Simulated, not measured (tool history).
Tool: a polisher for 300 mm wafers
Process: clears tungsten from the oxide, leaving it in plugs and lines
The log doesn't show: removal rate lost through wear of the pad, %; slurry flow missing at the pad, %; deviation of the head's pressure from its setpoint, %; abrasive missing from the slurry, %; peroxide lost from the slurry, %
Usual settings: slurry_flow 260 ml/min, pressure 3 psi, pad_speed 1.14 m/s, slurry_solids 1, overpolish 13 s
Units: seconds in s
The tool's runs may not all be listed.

run	hour	slurry_flow	pressure	pad_speed	slurry_solids	overpolish	wafers since the last listed run	wafers polished on this pad	hours since the slurry nozzle was cleaned	hours since the head pressure was calibrated	hours since the slurry blender was calibrated	hours since the slurry got fresh peroxide	incoming thickness of the incoming film, nm	seconds
1	0	260	3.7	1.14	1	9	0	458	576.7	861.2	138.8	49.8	322.7	70.3
2	7.9	260	3	1.14	1	13	50	508	584.6	869.1	146.7	57.7	327.8	86.8
3	25.8	260	3	1.14	1	13	114	623	602.5	887	164.6	75.6	324.1	84.6
# hour 29: slurry tank refilled with fresh slurry and peroxide
4	34.5	260	3	1.14	1	13	49	672	611.2	895.7	173.3	5.5	329.2	88.1
5	52.1	260	3.5	1.14	1	13	112	785	628.8	913.3	190.9	23.1	325.5	73.7
# hour 57.3: slurry blender recalibrated
6	61.7	260	3	1.14	1	13	48	833	638.4	922.9	4.4	32.7	330.9	87.3
7	69.6	260	3	1.14	1	13	50	884	646.3	930.8	12.3	40.6	329.2	88.3
8	79	260	3	1.14	1	13	60	944	655.7	940.2	21.7	50	322.4	85.9
9	88	260	3	1.14	1	13	57	1002	664.7	949.2	30.7	59	322.1	85.8
# hour 102.4: slurry tank refilled with fresh slurry and peroxide
# hour 103.2: worn pad replaced by a new one
10	103.9	260	3	1.14	1	13	89	4	680.6	965.1	46.6	1.5	327.2	88.1
11	120.3	200	3.4	1.14	0.7	5	104	109	697	981.5	63	17.9	327.2	84.8
12	135.2	260	3.3	1	0.85	13	95	204	711.9	996.4	77.9	32.8	329	89.8
13	145.3	325	3	1.14	1	18	64	269	722	1006.5	88	42.9	323.7	83.1
14	157.7	260	3.7	1.14	1	9	79	348	734.4	1018.9	100.4	55.3	324.3	69.5
# hour 161.7: slurry nozzle cleaned
# hour 173.5: slurry tank refilled with fresh slurry and peroxide
15	190.2	260	2.5	1.14	0.9	10	195	543	28.5	1051.4	132.9	16.7	329.8	107.7
# hour 200.7: head pressure recalibrated
16	201.2	230	3	1.46	1	13	57	601	39.5	0.5	143.9	27.7	328.9	74.5
# hour 215.7: slurry blender recalibrated
17	216.2	235	3.6	1.14	1	13	83	684	54.5	15.5	0.5	42.7	323.2	73.4
18	231.3	325	3	1.14	1	13	96	780	69.6	30.6	15.6	57.8	323.9	84.8
19	239.8	260	3	1.14	1	13	54	835	78.1	39.1	24.1	66.3	320.1	86.5
20	256	260	3.6	1.44	1.2	13	103	938	94.3	55.3	40.3	82.5	318.6	58.4
21	264.3	325	3	1.14	1	18	53	991	102.6	63.6	48.6	90.8	322.3	84.5
# hour 266: slurry tank refilled with fresh slurry and peroxide
22	276.5	260	3	0.76	1	11	71	1063	114.8	75.8	60.8	10.5	325.6	113.1

The next listed run, before its measurement:
# hour 287.8: worn pad replaced by a new one
23	291.8	175	2.2	0.9	1.15	13	72	25	130.1	91.1	76.1	25.8	319.6	?

Run 23 gave seconds 139.3 s.
Without the tool's hidden state the same run would have given seconds 139.3 s.

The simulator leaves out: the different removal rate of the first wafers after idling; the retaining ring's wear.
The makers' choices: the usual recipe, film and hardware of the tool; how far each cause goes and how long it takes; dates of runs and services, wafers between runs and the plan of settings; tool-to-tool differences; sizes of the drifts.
